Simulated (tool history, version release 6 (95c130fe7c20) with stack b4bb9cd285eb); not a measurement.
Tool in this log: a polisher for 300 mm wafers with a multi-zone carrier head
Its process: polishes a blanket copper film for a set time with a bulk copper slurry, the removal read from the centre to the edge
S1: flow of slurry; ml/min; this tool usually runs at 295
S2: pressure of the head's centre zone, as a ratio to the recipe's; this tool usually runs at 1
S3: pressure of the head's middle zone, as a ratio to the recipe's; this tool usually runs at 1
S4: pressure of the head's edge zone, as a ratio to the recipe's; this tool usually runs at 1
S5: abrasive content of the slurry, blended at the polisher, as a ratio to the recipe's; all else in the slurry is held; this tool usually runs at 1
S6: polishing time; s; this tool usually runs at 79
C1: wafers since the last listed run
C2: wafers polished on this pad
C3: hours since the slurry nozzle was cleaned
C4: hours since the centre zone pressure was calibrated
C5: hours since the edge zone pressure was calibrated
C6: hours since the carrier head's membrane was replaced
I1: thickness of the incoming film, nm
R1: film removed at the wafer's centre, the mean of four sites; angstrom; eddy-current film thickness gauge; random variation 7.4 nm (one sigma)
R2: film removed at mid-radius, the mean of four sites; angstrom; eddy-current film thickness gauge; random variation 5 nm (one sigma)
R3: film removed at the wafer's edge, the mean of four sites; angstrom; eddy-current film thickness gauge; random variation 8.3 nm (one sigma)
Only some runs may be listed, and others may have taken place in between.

run	hour	S1	S2	S3	S4	S5	S6	C1	C2	C3	C4	C5	C6	I1	R1	R2	R3
1	0	295	1	1	1	1	79	0	361	974.2	903.4	528	391.3	3753.9	7268	7405	7563
# hour 8.6: slurry nozzle cleaned
# hour 11.3: edge zone pressure recalibrated
2	27.7	395	0.9	1.12	1	1	79	174	535	19.1	931.1	16.4	419	3651.4	7079	8200	7657
3	56.3	295	1	1	1	0.9	100	202	738	47.7	959.7	45	447.6	3754.6	9357	9178	9562
4	85.7	220	0.9	1	1.03	0.9	79	208	946	77.1	989.1	74.4	477	3696	6632	7013	7433
5	123.8	215	1	1	1	1.15	88	269	1215	115.2	1027.2	112.5	515.1	3732.3	8227	8234	8651
# hour 149.4: carrier head's membrane replaced by a new one
6	152.2	295	1	1	0.9	0.8	59	165	1381	143.6	1055.6	140.9	2.8	3760.6	5375	5283	5202
# hour 158: centre zone pressure recalibrated
7	183	345	1	1	0.89	1.2	91	203	1585	174.4	25	171.7	33.6	3655.5	8863	8765	8481
# hour 195.2: worn pad replaced by a new one
8	212	295	1	1	1	1	79	176	118	203.4	54	200.7	62.6	3672.3	7527	7382	7487
9	224.9	320	0.89	0.94	1	1	79	91	210	216.3	66.9	213.6	75.5	3761.8	6869	7008	7526
10	277	235	1.1	1	1	1	79	368	578	268.4	119	265.7	127.6	3756.1	7820	7187	7501
11	304.1	295	1	0.88	0.89	0.85	79	191	770	295.5	146.1	292.8	154.7	3718.8	7108	6497	7055
12	323.6	295	1.04	1	1.1	0.85	61	137	908	315	165.6	312.3	174.2	3703.5	5725	5539	6012
13	353.4	295	1	1.05	0.91	1	106	210	1119	344.8	195.4	342.1	204	3757.3	9823	10256	9716
14	382	345	1.04	1	1	1	79	202	1321	373.4	224	370.7	232.6	3682.7	7775	7393	7713
15	407.5	295	1	0.89	1.04	1.2	79	180	1502	398.9	249.5	396.2	258.1	3659.1	7585	6851	7978
16	426	295	1	1	1	1	63	130	1633	417.4	268	414.7	276.6	3705.4	5910	5846	6168
# hour 439.5: worn pad replaced by a new one
17	507.1	295	0.95	1	1	1	79	545	478	498.5	349.1	495.8	357.7	3668.2	7208	7262	7586
18	535.4	215	1	1.09	1	0.85	67	200	678	526.8	377.4	524.1	386	3696	6101	6324	6115
19	558.1	215	1	1	1	1.15	88	160	839	549.5	400.1	546.8	408.7	3663.2	8375	8150	8597
# hour 586.4: edge zone pressure recalibrated
20	603.6	295	1	1	1	1	79	307	1147	595	445.6	17.2	454.2	3701.3	7481	7235	7497

5 ways to go on from here, each from the tool as it stands after run 20. What would each give?
A	604	295	1	1	1	1	79	2	1150	595.4	446	17.6	454.6	3725.9	?	?	?
B	604	295	0.91	1	1	1	79	2	1150	595.4	446	17.6	454.6	3725.9	?	?	?
C	604	210	1	1	1	1	79	2	1150	595.4	446	17.6	454.6	3725.9	?	?	?
D	604	295	0.96	1	1	1	70	2	1150	595.4	446	17.6	454.6	3725.9	?	?	?
E	604	295	1	1.09	0.91	0.75	56	2	1150	595.4	446	17.6	454.6	3725.9	?	?	?

run	R1	R2	R3
A	7365	7349	7593
B	6871	7351	7593
C	7151	7156	7442
D	6331	6512	6728
E	5009	5376	4931
With no hidden state in the tool, these same runs would have given:
run	R1	R2	R3
A	7365	7349	7593
B	6871	7351	7593
C	7151	7156	7442
D	6331	6512	6728
E	5009	5376	4931

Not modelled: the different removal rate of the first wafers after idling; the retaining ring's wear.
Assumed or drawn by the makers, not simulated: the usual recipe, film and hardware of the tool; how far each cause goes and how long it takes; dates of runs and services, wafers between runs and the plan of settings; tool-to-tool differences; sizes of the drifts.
